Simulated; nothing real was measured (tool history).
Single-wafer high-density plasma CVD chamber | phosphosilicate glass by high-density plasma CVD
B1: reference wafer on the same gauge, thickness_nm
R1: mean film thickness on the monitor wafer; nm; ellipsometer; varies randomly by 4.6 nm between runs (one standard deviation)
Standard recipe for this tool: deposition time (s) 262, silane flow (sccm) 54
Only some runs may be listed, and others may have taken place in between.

Run 1, hour 0.0: usual settings; B1 1309.045. Result: R1 1439.917 nm.
Run 2, hour 61.7: usual settings; B1 1310.284. Result: R1 1447.106 nm.
Run 3, hour 105.6: usual settings but silane flow (sccm) 62; B1 1311.319. Result: R1 1631.579 nm.
At hour 149.7: gauge calibrated.
Run 4, hour 153.5: usual settings but silane flow (sccm) 62; B1 1310.088. Result: R1 1637.853 nm.
Run 5, hour 197.9: usual settings but silane flow (sccm) 57; B1 1308.925. Result: R1 1518.429 nm.
Run 6, hour 235.9: usual settings; B1 1309.127. Result: R1 1444.595 nm.
Run 7, hour 272.3: usual settings; B1 1309.398. Result: R1 1447.526 nm.
Run 8, hour 312.2: usual settings; B1 1308.914. Result: R1 1445.813 nm.
Run 9, hour 358.8: usual settings; B1 1312.015. Result: R1 1453.650 nm.
Run 10, hour 417.6: usual settings; B1 1310.432. Result: R1 1458.087 nm.
Run 11, hour 448.4: usual settings but deposition time (s) 313, silane flow (sccm) 45; B1 1308.963. Result: R1 1463.015 nm.
At hour 499.1: silane flow controller replaced.
Run 12, hour 499.6: usual settings; B1 1309.642. Result: R1 1292.810 nm.
Run 13, hour 537.0: usual settings but silane flow (sccm) 58; B1 1308.544. Result: R1 1388.746 nm.
At hour 589.4: gauge calibrated.
Run 14, hour 600.2: usual settings; B1 1308.748. Result: R1 1297.688 nm.
Run 15, hour 626.8: usual settings but deposition time (s) 278, silane flow (sccm) 47; B1 1309.792. Result: R1 1216.378 nm.
At hour 645.7: silane flow controller replaced, repeated, since the last time left the tool worse.
Run 16, hour 677.6: usual settings but deposition time (s) 284, silane flow (sccm) 64; B1 1310.016. Result: R1 1772.042 nm.
Run 17, hour 742.6: usual settings but deposition time (s) 212; B1 1310.427. Result: R1 1132.644 nm.
Run 18, hour 800.5: usual settings but deposition time (s) 278, silane flow (sccm) 47; B1 1310.379. Result: R1 1303.470 nm.
Run 19, hour 827.1: usual settings but deposition time (s) 236, silane flow (sccm) 65; B1 1310.783. Result: R1 1483.162 nm.
Run 20, hour 876.3: usual settings but deposition time (s) 312, silane flow (sccm) 60; B1 1310.100. Result: R1 1819.185 nm.
Run 21, hour 965.6: usual settings; B1 1309.239. Result: R1 1399.447 nm.

Each row is a separate what-if for the run after 21, all from the same tool condition, not one after another. Results?
Run A, hour 966.1: usual settings; B1 ?. Result: R1 ?.
Run B, hour 966.1: usual settings but deposition time (s) 244, silane flow (sccm) 45; B1 ?. Result: R1 ?.
Run C, hour 966.1: usual settings but deposition time (s) 239, silane flow (sccm) 57; B1 ?. Result: R1 ?.

run        B1        R1
  A  1311.407  1392.039
  B  1311.407  1098.829
  C  1311.407  1334.346
Stripped of hidden state, with their random variation kept, the same runs would have yielded:
run        R1
  A  1394.812
  B  1101.018
  C  1337.004

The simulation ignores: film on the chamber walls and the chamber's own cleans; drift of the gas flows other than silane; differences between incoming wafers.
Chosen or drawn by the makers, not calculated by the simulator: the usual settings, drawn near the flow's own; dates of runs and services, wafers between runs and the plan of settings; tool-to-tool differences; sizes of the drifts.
